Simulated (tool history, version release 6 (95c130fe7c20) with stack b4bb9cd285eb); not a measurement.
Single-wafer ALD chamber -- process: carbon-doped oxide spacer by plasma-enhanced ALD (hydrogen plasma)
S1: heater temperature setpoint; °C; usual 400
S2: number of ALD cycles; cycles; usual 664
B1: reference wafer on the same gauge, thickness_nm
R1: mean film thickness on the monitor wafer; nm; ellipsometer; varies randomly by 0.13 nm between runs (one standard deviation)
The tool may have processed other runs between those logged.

run 1 hour=0.0 | S1=400 S2=664 | B1=29.412 | R1=31.088
run 2 hour=68.9 | S1=400 S2=664 | B1=29.389 | R1=31.240
run 3 hour=137.0 | S1=400 S2=664 | B1=29.375 | R1=31.278
run 4 hour=258.3 | S1=400 S2=664 | B1=29.382 | R1=30.797
run 5 hour=403.2 | S1=400 S2=664 | B1=29.413 | R1=31.151
run 6 hour=462.0 | S1=400 S2=664 | B1=29.396 | R1=31.090
run 7 hour=517.9 | S1=400 S2=664 | B1=29.410 | R1=30.940
run 8 hour=582.4 | S1=400 S2=664 | B1=29.373 | R1=31.006
run 9 hour=648.1 | S1=400 S2=664 | B1=29.407 | R1=30.992
run 10 hour=716.5 | S1=400 S2=664 | B1=29.398 | R1=31.073
run 11 hour=937.1 | S1=400 S2=664 | B1=29.386 | R1=30.968
run 12 hour=976.2 | S1=400 S2=664 | B1=29.388 | R1=31.016
run 13 hour=1079.0 | S1=400 S2=664 | B1=29.389 | R1=31.000
run 14 hour=1167.9 | S1=400 S2=664 | B1=29.430 | R1=30.845
run 15 hour=1214.7 | S1=400 S2=664 | B1=29.413 | R1=30.799
run 16 hour=1284.5 | S1=400 S2=664 | B1=29.368 | R1=31.119
-- hour=1453.1 thermocouple changed; heater temperature recalibrated
run 17 hour=1606.7 | S1=400 S2=566 | B1=29.409 | R1=26.132
run 18 hour=1670.8 | S1=400 S2=566 | B1=29.394 | R1=26.053
run 19 hour=1755.1 | S1=400 S2=566 | B1=29.420 | R1=26.029
run 20 hour=1845.3 | S1=400 S2=664 | B1=29.361 | R1=30.623
run 21 hour=1929.6 | S1=400 S2=664 | B1=29.412 | R1=30.716
run 22 hour=2029.1 | S1=400 S2=664 | B1=29.412 | R1=30.595
run 23 hour=2101.7 | S1=391 S2=728 | B1=29.425 | R1=34.384
-- hour=2311.4 thermocouple changed; heater temperature recalibrated, repeated, since the last time left the tool worse
run 24 hour=2356.5 | S1=388 S2=664 | B1=29.414 | R1=31.142
run 25 hour=2538.5 | S1=392 S2=791 | B1=29.424 | R1=37.386
run 26 hour=2583.8 | S1=400 S2=664 | B1=29.387 | R1=31.045
run 27 hour=2692.6 | S1=409 S2=758 | B1=29.405 | R1=34.554
-- hour=2861.4 gauge calibrated
run 28 hour=2989.0 | S1=391 S2=735 | B1=29.406 | R1=34.798
run 29 hour=3039.3 | S1=387 S2=598 | B1=29.363 | R1=28.140
run 30 hour=3097.9 | S1=393 S2=532 | B1=29.386 | R1=24.955
run 31 hour=3145.1 | S1=405 S2=532 | B1=29.405 | R1=24.379
run 32 hour=3226.4 | S1=406 S2=664 | B1=29.396 | R1=30.424
run 33 hour=3268.2 | S1=385 S2=789 | B1=29.395 | R1=37.348
run 34 hour=3356.7 | S1=400 S2=664 | B1=29.420 | R1=31.148
run 35 hour=3409.1 | S1=400 S2=664 | B1=29.396 | R1=30.928
run 36 hour=3493.5 | S1=400 S2=664 | B1=29.404 | R1=31.063
run 37 hour=3567.2 | S1=414 S2=548 | B1=29.406 | R1=24.301
run 38 hour=3663.1 | S1=413 S2=615 | B1=29.395 | R1=27.623
run 39 hour=3707.1 | S1=396 S2=595 | B1=29.415 | R1=28.038
run 40 hour=3746.9 | S1=400 S2=664 | B1=29.394 | R1=31.178
run 41 hour=3825.1 | S1=413 S2=664 | B1=29.410 | R1=29.692
-- hour=3864.7 thermocouple changed; heater temperature recalibrated
run 42 hour=3911.3 | S1=404 S2=742 | B1=29.401 | R1=34.436
run 43 hour=3960.2 | S1=411 S2=571 | B1=29.394 | R1=25.805

What if the next run were any one of these 5? Each begins from the tool's condition after run 43:
run A hour=3961.6 | S1=395 S2=664 | B1=? | R1=?
run B hour=3961.6 | S1=394 S2=718 | B1=? | R1=?
run C hour=3961.6 | S1=390 S2=572 | B1=? | R1=?
run D hour=3961.6 | S1=405 S2=781 | B1=? | R1=?
run E hour=3961.6 | S1=388 S2=619 | B1=? | R1=?

run=A B1=29.374 R1=31.086
run=B B1=29.374 R1=33.614
run=C B1=29.374 R1=26.779
run=D B1=29.374 R1=35.794
run=E B1=29.374 R1=28.980
Had the tool no hidden state, the same runs would have come out as:
run=A R1=31.086
run=B R1=33.614
run=C R1=26.779
run=D R1=35.939
run=E R1=28.980

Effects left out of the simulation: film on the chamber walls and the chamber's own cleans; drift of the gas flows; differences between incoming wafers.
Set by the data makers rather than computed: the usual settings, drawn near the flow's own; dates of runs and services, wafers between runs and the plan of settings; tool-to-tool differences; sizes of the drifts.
